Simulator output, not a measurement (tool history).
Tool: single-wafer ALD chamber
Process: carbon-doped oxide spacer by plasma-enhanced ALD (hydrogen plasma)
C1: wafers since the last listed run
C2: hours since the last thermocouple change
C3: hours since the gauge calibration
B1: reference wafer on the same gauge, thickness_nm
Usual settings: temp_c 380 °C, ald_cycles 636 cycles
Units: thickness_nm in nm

{"run": 1, "hour": 0.0, "temp_c": 380, "ald_cycles": 636, "C1": 0, "C2": 2560.9, "C3": 487.7, "B1": 28.797, "thickness_nm": 30.626}
{"run": 2, "hour": 45.0, "temp_c": 380, "ald_cycles": 636, "C1": 28, "C2": 2605.9, "C3": 532.7, "B1": 28.805, "thickness_nm": 30.614}
{"run": 3, "hour": 93.1, "temp_c": 380, "ald_cycles": 636, "C1": 30, "C2": 2654, "C3": 580.8, "B1": 28.792, "thickness_nm": 30.598}
{"run": 4, "hour": 156.1, "temp_c": 380, "ald_cycles": 636, "C1": 39, "C2": 2717, "C3": 643.8, "B1": 28.802, "thickness_nm": 30.76}
{"run": 5, "hour": 209.0, "temp_c": 380, "ald_cycles": 636, "C1": 33, "C2": 2769.9, "C3": 696.7, "B1": 28.802, "thickness_nm": 30.648}
{"run": 6, "hour": 273.8, "temp_c": 380, "ald_cycles": 636, "C1": 40, "C2": 2834.7, "C3": 761.5, "B1": 28.79, "thickness_nm": 30.662}
{"run": 7, "hour": 344.8, "temp_c": 380, "ald_cycles": 636, "C1": 44, "C2": 2905.7, "C3": 832.5, "B1": 28.795, "thickness_nm": 30.767}
{"run": 8, "hour": 396.9, "temp_c": 380, "ald_cycles": 636, "C1": 32, "C2": 2957.8, "C3": 884.6, "B1": 28.795, "thickness_nm": 30.628}
{"run": 9, "hour": 453.0, "temp_c": 380, "ald_cycles": 636, "C1": 35, "C2": 3013.9, "C3": 940.7, "B1": 28.814, "thickness_nm": 30.804}
{"run": 10, "hour": 577.7, "temp_c": 395, "ald_cycles": 636, "C1": 78, "C2": 3138.6, "C3": 1065.4, "B1": 28.792, "thickness_nm": 30.654}
{"hour": 595.7, "done": "thermocouple changed; heater temperature recalibrated"}
{"run": 11, "hour": 641.8, "temp_c": 384, "ald_cycles": 636, "C1": 35, "C2": 46.1, "C3": 1129.5, "B1": 28.802, "thickness_nm": 30.499}
{"hour": 665.8, "done": "gauge calibrated"}
{"run": 12, "hour": 697.0, "temp_c": 380, "ald_cycles": 694, "C1": 34, "C2": 101.3, "C3": 31.2, "B1": 28.797, "thickness_nm": 33.432}
{"run": 13, "hour": 827.1, "temp_c": 393, "ald_cycles": 574, "C1": 82, "C2": 231.4, "C3": 161.3, "B1": 28.804, "thickness_nm": 27.656}
{"run": 14, "hour": 858.0, "temp_c": 380, "ald_cycles": 636, "C1": 19, "C2": 262.3, "C3": 192.2, "B1": 28.802, "thickness_nm": 30.661}
{"run": 15, "hour": 902.4, "temp_c": 393, "ald_cycles": 521, "C1": 28, "C2": 306.7, "C3": 236.6, "B1": 28.809, "thickness_nm": 25.175}
{"run": 16, "hour": 965.6, "temp_c": 387, "ald_cycles": 636, "C1": 39, "C2": 369.9, "C3": 299.8, "B1": 28.795, "thickness_nm": 30.656}
{"run": 17, "hour": 1014.4, "temp_c": 380, "ald_cycles": 636, "C1": 30, "C2": 418.7, "C3": 348.6, "B1": 28.805, "thickness_nm": 30.49}
{"run": 18, "hour": 1052.2, "temp_c": 368, "ald_cycles": 677, "C1": 23, "C2": 456.5, "C3": 386.4, "B1": 28.798, "thickness_nm": 32.542}

Forecast each of these 3 alternatives for the next run:
{"run": "A", "hour": 1053.6, "temp_c": 380, "ald_cycles": 636, "C1": 0, "C2": 457.9, "C3": 387.8, "B1": "?", "thickness_nm": "?"}
{"run": "B", "hour": 1053.6, "temp_c": 375, "ald_cycles": 636, "C1": 0, "C2": 457.9, "C3": 387.8, "B1": "?", "thickness_nm": "?"}
{"run": "C", "hour": 1053.6, "temp_c": 368, "ald_cycles": 715, "C1": 0, "C2": 457.9, "C3": 387.8, "B1": "?", "thickness_nm": "?"}

run=A B1=28.797 thickness_nm=30.595
run=B B1=28.797 thickness_nm=30.595
run=C B1=28.797 thickness_nm=34.395
Without the tool's hidden state the same runs would have given:
run=A thickness_nm=30.595
run=B thickness_nm=30.595
run=C thickness_nm=34.395

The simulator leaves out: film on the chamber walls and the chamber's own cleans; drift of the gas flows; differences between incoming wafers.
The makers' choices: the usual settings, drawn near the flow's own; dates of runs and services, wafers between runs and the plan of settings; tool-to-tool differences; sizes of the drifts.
